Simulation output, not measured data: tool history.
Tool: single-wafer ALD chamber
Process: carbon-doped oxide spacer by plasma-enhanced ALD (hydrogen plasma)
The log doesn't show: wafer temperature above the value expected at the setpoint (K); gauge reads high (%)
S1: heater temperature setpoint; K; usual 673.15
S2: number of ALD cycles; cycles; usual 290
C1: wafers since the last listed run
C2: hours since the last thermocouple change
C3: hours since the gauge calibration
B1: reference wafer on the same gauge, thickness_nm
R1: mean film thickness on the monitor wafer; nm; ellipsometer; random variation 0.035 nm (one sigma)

run,hour,S1,S2,C1,C2,C3,B1,R1
1,0,673.15,259,0,347.6,12.7,12.387,12.337
2,29.2,679.15,290,47,376.8,41.9,12.425,13.557
3,59.6,679.15,290,49,407.2,72.3,12.414,13.693
4,85.7,673.15,308,42,433.3,98.4,12.41,14.726
5,130.9,665.15,290,74,478.5,143.6,12.41,13.852
6,174.5,668.15,290,71,522.1,187.2,12.391,13.871
7,246.4,668.15,290,117,594,259.1,12.387,13.837
8,308.3,673.15,290,101,655.9,321,12.384,13.802
9,365.8,673.15,290,94,713.4,378.5,12.379,13.876
10,429.4,673.15,290,104,777,442.1,12.363,13.804
11,456.6,673.15,290,44,804.2,469.3,12.347,13.801
12,496.6,673.15,290,65,844.2,509.3,12.355,13.756
13,550.3,673.15,290,87,897.9,563,12.33,13.761
14,586.1,673.15,290,58,933.7,598.8,12.323,13.706
15,630.6,661.15,242,72,978.2,643.3,12.317,11.458
16,672.6,673.15,290,68,1020.2,685.3,12.302,13.774
17,701.3,659.15,318,47,1048.9,714,12.305,15.062
18,766,683.15,335,106,1113.6,778.7,12.278,15.402
19,798,688.15,252,52,1145.6,810.7,12.268,11.442
# hour 815.4: thermocouple changed; heater temperature recalibrated
20,851.9,669.15,335,75,36.5,864.6,12.248,15.771
21,879,673.15,290,44,63.6,891.7,12.226,13.729
22,918.1,673.15,290,64,102.7,930.8,12.216,13.648
# hour 937.8: gauge calibrated
23,974.5,681.15,328,92,159.1,36.7,12.366,15.297
24,1013.5,673.15,290,63,198.1,75.7,12.383,13.844
25,1072.8,661.15,331,97,257.4,135,12.381,15.86
26,1144.2,673.15,319,116,328.8,206.4,12.389,15.263

The next listed run, before its measurement:
27,1190.3,666.15,264,75,374.9,252.5,?,?

Run 27 gave B1 12.359, R1 12.572 nm.
Without the tool's hidden state the same run would have given R1 12.6 nm.
